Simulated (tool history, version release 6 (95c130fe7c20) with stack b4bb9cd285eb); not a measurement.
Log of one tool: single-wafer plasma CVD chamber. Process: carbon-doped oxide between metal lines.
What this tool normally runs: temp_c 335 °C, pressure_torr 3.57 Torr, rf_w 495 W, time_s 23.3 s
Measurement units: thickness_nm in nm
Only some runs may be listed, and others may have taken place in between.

run   hour  temp_c  pressure_torr  rf_w  time_s  wafers since the last listed run  hours since the last thermocouple change  hours since the last RF generator calibration  hours since the last manometer calibration  hours since the showerhead was replaced  hours since the gauge calibration  read-back reference wafer on the same gauge, thickness_nm  thickness_nm
  1    0.0     335           3.57   495    23.3                                 0                                     764.5                                         1943.2                                      1512.9                                   4568.0                              214.8                                                    105.948       122.564
  2   16.2     335           3.57   495    23.3                               272                                     780.7                                         1959.4                                      1529.1                                   4584.2                              231.0                                                    106.038       122.462
  3   33.3     335           3.57   495    23.3                               287                                     797.8                                         1976.5                                      1546.2                                   4601.3                              248.1                                                    105.987       122.885
      56.3  -- thermocouple changed; heater temperature recalibrated
  4   56.8     335           3.57   460    23.3                               260                                       0.5                                         2000.0                                      1569.7                                   4624.8                              271.6                                                    105.982       115.223
  5   67.6     335           3.57   495    23.3                               181                                      11.3                                         2010.8                                      1580.5                                   4635.6                              282.4                                                    105.939       120.014
      82.3  -- showerhead replaced
  6   82.8     335           3.57   495    23.3                               121                                      26.5                                         2026.0                                      1595.7                                      0.5                              297.6                                                    105.990       120.017
      94.2  -- RF generator calibrated
  7   94.7     335           3.57   495    23.3                                65                                      38.4                                            0.5                                      1607.6                                     12.4                              309.5                                                    106.001       120.335
  8  100.8     335           3.90   495    23.3                               102                                      44.5                                            6.6                                      1613.7                                     18.5                              315.6                                                    106.025       121.021
  9  110.6     335           3.90   495    23.3                               165                                      54.3                                           16.4                                      1623.5                                     28.3                              325.4                                                    105.949       121.173
 10  126.1     335           3.90   495    23.3                               260                                      69.8                                           31.9                                      1639.0                                     43.8                              340.9                                                    106.084       120.947
 11  141.3     325           4.26   495    23.3                               255                                      85.0                                           47.1                                      1654.2                                     59.0                              356.1                                                    106.021       126.960
 12  151.9     325           3.57   495    23.3                               178                                      95.6                                           57.7                                      1664.8                                     69.6                              366.7                                                    105.986       125.629
 13  165.8     335           3.57   495    23.3                               234                                     109.5                                           71.6                                      1678.7                                     83.5                              380.6                                                    105.977       120.964
 14  172.5     344           3.57   560    25.4                               112                                     116.2                                           78.3                                      1685.4                                     90.2                              387.3                                                    106.022       136.279

Estimate the outcome of run 15 from the log above:
     182.6  -- capacitance manometer re-zeroed and calibrated
 15  185.6     339           2.72   585    23.3                                85                                     129.3                                           91.4                                         3.0                                    103.3                              400.4                                                          ?             ?

Run 15 came out at read-back reference wafer on the same gauge, thickness_nm 105.983, thickness_nm 128.490 nm.
The same run, on a tool lacking any hidden state, would have yielded thickness_nm 127.540 nm.
